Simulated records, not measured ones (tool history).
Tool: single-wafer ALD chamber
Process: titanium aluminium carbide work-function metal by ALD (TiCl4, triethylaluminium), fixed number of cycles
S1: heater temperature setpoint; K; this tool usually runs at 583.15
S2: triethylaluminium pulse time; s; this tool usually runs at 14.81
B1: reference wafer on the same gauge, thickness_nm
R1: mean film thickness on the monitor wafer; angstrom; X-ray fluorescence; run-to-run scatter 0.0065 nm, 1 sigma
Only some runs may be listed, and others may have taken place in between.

{"run": 1, "hour": 0.0, "S1": 583.15, "S2": 10.46, "B1": 2.473, "R1": 20.01}
{"run": 2, "hour": 63.5, "S1": 583.15, "S2": 14.81, "B1": 2.468, "R1": 21.53}
{"hour": 268.8, "done": "thermocouple changed; heater temperature recalibrated"}
{"run": 3, "hour": 386.3, "S1": 583.15, "S2": 14.81, "B1": 2.47, "R1": 21.14}
{"run": 4, "hour": 463.1, "S1": 583.15, "S2": 14.81, "B1": 2.47, "R1": 21.13}
{"run": 5, "hour": 531.6, "S1": 583.15, "S2": 14.81, "B1": 2.471, "R1": 21.07}
{"run": 6, "hour": 714.9, "S1": 583.15, "S2": 14.81, "B1": 2.47, "R1": 20.99}
{"run": 7, "hour": 760.4, "S1": 583.15, "S2": 14.81, "B1": 2.47, "R1": 21.01}
{"hour": 859.3, "done": "gauge calibrated"}
{"run": 8, "hour": 921.9, "S1": 583.15, "S2": 14.81, "B1": 2.469, "R1": 20.9}
{"run": 9, "hour": 1025.9, "S1": 594.15, "S2": 12.67, "B1": 2.47, "R1": 20.89}
{"hour": 1087.2, "done": "triethylaluminium bottle replaced"}
{"run": 10, "hour": 1129.0, "S1": 594.15, "S2": 12.67, "B1": 2.47, "R1": 22.16}
{"run": 11, "hour": 1228.7, "S1": 594.15, "S2": 12.67, "B1": 2.47, "R1": 22.07}
{"run": 12, "hour": 1287.7, "S1": 583.15, "S2": 14.81, "B1": 2.468, "R1": 21.45}
{"run": 13, "hour": 1341.5, "S1": 583.15, "S2": 14.81, "B1": 2.47, "R1": 21.45}
{"run": 14, "hour": 1383.2, "S1": 583.15, "S2": 14.81, "B1": 2.472, "R1": 21.4}
{"run": 15, "hour": 1431.4, "S1": 583.15, "S2": 12.15, "B1": 2.47, "R1": 20.62}
{"run": 16, "hour": 1515.2, "S1": 583.15, "S2": 12.15, "B1": 2.47, "R1": 20.44}
{"run": 17, "hour": 1565.3, "S1": 594.15, "S2": 18.3, "B1": 2.471, "R1": 22.74}
{"hour": 1587.7, "done": "thermocouple changed; heater temperature recalibrated"}
{"run": 18, "hour": 1617.8, "S1": 571.15, "S2": 16.51, "B1": 2.471, "R1": 20.56}
{"run": 19, "hour": 1720.5, "S1": 569.15, "S2": 12.28, "B1": 2.47, "R1": 19.12}
{"run": 20, "hour": 1802.4, "S1": 583.15, "S2": 14.81, "B1": 2.469, "R1": 21.06}
{"run": 21, "hour": 1852.7, "S1": 571.15, "S2": 16.51, "B1": 2.471, "R1": 20.35}
{"run": 22, "hour": 1959.1, "S1": 583.15, "S2": 14.81, "B1": 2.469, "R1": 20.89}
{"run": 23, "hour": 2031.4, "S1": 592.15, "S2": 13.24, "B1": 2.467, "R1": 21.06}
{"run": 24, "hour": 2120.3, "S1": 593.15, "S2": 10.59, "B1": 2.469, "R1": 19.17}
{"hour": 2138.8, "done": "showerhead replaced"}
{"run": 25, "hour": 2198.4, "S1": 592.15, "S2": 14.81, "B1": 2.469, "R1": 21.58}
{"run": 26, "hour": 2302.3, "S1": 589.15, "S2": 12.85, "B1": 2.471, "R1": 20.62}
{"run": 27, "hour": 2376.7, "S1": 596.15, "S2": 11.52, "B1": 2.472, "R1": 20.24}
{"run": 28, "hour": 2440.9, "S1": 588.15, "S2": 8.96, "B1": 2.467, "R1": 16.4}
{"run": 29, "hour": 2507.7, "S1": 575.15, "S2": 8.9, "B1": 2.472, "R1": 15.64}
{"hour": 2555.6, "done": "triethylaluminium bottle replaced"}
{"run": 30, "hour": 2601.3, "S1": 569.15, "S2": 16.64, "B1": 2.47, "R1": 20.6}
{"run": 31, "hour": 2680.3, "S1": 577.15, "S2": 10.12, "B1": 2.469, "R1": 19.35}
{"run": 32, "hour": 2757.6, "S1": 579.15, "S2": 16.96, "B1": 2.469, "R1": 21.4}
{"hour": 2814.5, "done": "thermocouple changed; heater temperature recalibrated"}
{"run": 33, "hour": 2856.4, "S1": 595.15, "S2": 12.6, "B1": 2.472, "R1": 21.61}

Branching from run 33: 3 alternative next runs. What would each branch give?
{"run": "A", "hour": 2856.8, "S1": 595.15, "S2": 14.81, "B1": "?", "R1": "?"}
{"run": "B", "hour": 2856.8, "S1": 576.15, "S2": 14.81, "B1": "?", "R1": "?"}
{"run": "C", "hour": 2856.8, "S1": 591.15, "S2": 19.13, "B1": "?", "R1": "?"}

run=A B1=2.468 R1=22.17
run=B B1=2.468 R1=20.68
run=C B1=2.468 R1=22.2
With the hidden condition removed and each run's random variation left untouched, the same runs would have given:
run=A R1=22.48
run=B R1=20.97
run=C R1=22.28

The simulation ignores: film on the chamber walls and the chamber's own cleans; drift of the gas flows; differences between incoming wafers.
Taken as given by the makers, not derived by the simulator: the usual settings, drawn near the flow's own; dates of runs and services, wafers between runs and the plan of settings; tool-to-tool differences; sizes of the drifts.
